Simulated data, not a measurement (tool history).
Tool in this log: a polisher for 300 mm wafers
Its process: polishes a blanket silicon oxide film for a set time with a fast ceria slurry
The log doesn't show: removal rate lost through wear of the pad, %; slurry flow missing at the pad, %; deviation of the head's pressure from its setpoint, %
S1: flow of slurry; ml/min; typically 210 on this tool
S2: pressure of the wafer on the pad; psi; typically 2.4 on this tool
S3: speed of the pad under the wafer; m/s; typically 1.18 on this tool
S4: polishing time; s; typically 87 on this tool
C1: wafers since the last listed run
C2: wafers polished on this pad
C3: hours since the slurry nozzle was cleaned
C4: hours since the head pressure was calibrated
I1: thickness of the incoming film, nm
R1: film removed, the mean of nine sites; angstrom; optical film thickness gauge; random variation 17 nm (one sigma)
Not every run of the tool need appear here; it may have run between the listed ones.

Run 1, hour 0.0: usual settings but S1 175 ml/min; C1 0; C2 2442; C3 57.0; C4 696.0; I1 3924.0. Result: R1 13534 angstrom.
At hour 84.4: worn pad replaced by a new one.
Run 2, hour 85.2: usual settings but S1 175 ml/min; C1 840; C2 8; C3 142.2; C4 781.2; I1 3942.9. Result: R1 13054 angstrom.
Run 3, hour 169.0: usual settings but S1 175 ml/min; C1 867; C2 875; C3 226.0; C4 865.0; I1 3922.5. Result: R1 12562 angstrom.
Run 4, hour 235.5: usual settings; C1 688; C2 1564; C3 292.5; C4 931.5; I1 3945.4. Result: R1 13198 angstrom.
Run 5, hour 301.4: usual settings; C1 682; C2 2246; C3 358.4; C4 997.4; I1 3966.8. Result: R1 12833 angstrom.
Run 6, hour 355.1: usual settings; C1 555; C2 2802; C3 412.1; C4 1051.1; I1 3909.4. Result: R1 12927 angstrom.
At hour 402.5: worn pad replaced by a new one.
Run 7, hour 462.9: usual settings but S3 1.38 m/s; C1 1074; C2 624; C3 519.9; C4 1158.9; I1 3952.2. Result: R1 14443 angstrom.
Run 8, hour 533.3: usual settings but S3 1.38 m/s; C1 728; C2 1353; C3 590.3; C4 1229.3; I1 3985.2. Result: R1 14476 angstrom.
Run 9, hour 653.3: usual settings but S3 1.38 m/s; C1 1242; C2 2595; C3 710.3; C4 1349.3; I1 3914.5. Result: R1 14424 angstrom.

Forecast run 10:
At hour 677.1: worn pad replaced by a new one.
At hour 702.6: head pressure recalibrated.
At hour 755.9: slurry nozzle cleaned.
Run 10, hour 759.6: usual settings but S3 1.40 m/s, S4 106 s; C1 1027; C2 822; C3 3.7; C4 57.0; I1 3963.2. Result: R1 ?.

Logged for run 10: R1 18675 angstrom.
If the tool had no hidden condition, the same run with the same run-to-run variation would have returned R1 18889 angstrom.

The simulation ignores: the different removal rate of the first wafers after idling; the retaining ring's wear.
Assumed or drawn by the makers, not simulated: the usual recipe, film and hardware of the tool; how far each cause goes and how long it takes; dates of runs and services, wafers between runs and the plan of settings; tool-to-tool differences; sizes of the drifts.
